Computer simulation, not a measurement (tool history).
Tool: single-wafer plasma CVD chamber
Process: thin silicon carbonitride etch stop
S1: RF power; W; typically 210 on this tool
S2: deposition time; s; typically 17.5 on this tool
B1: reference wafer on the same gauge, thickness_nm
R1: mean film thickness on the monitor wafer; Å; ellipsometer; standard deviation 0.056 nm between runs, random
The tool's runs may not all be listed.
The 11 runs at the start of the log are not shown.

Run 12, hour 957.4: usual settings; B1 10.481. Result: R1 96.24 Å.
Run 13, hour 1044.3: usual settings; B1 10.480. Result: R1 96.84 Å.
Run 14, hour 1142.5: usual settings but S1 235 W; B1 10.485. Result: R1 101.45 Å.
Run 15, hour 1208.4: usual settings; B1 10.493. Result: R1 95.99 Å.
Run 16, hour 1251.3: usual settings but S1 245 W, S2 20.5 s; B1 10.470. Result: R1 121.42 Å.
Run 17, hour 1291.0: usual settings but S1 190 W, S2 18.5 s; B1 10.520. Result: R1 97.79 Å.
Run 18, hour 1347.6: usual settings but S1 190 W, S2 14.4 s; B1 10.471. Result: R1 75.36 Å.
Run 19, hour 1430.9: usual settings but S1 240 W, S2 19.8 s; B1 10.452. Result: R1 115.01 Å.
Run 20, hour 1489.1: usual settings but S2 18.9 s; B1 10.503. Result: R1 102.20 Å.
Run 21, hour 1555.3: usual settings but S1 230 W, S2 20.0 s; B1 10.471. Result: R1 113.77 Å.
Run 22, hour 1609.8: usual settings but S1 170 W, S2 15.4 s; B1 10.496. Result: R1 76.66 Å.
Run 23, hour 1683.7: usual settings; B1 10.502. Result: R1 95.02 Å.

Run 24, settings as shown, results not yet in. Your forecast:
Run 24, hour 1765.7: usual settings but S1 240 W, S2 19.3 s; B1 ?. Result: R1 ?.

B1: 10.495
R1: 110.65 Å
Were there no unlogged condition in the tool, this run, its random variation unchanged, would have produced R1 113.56 Å.

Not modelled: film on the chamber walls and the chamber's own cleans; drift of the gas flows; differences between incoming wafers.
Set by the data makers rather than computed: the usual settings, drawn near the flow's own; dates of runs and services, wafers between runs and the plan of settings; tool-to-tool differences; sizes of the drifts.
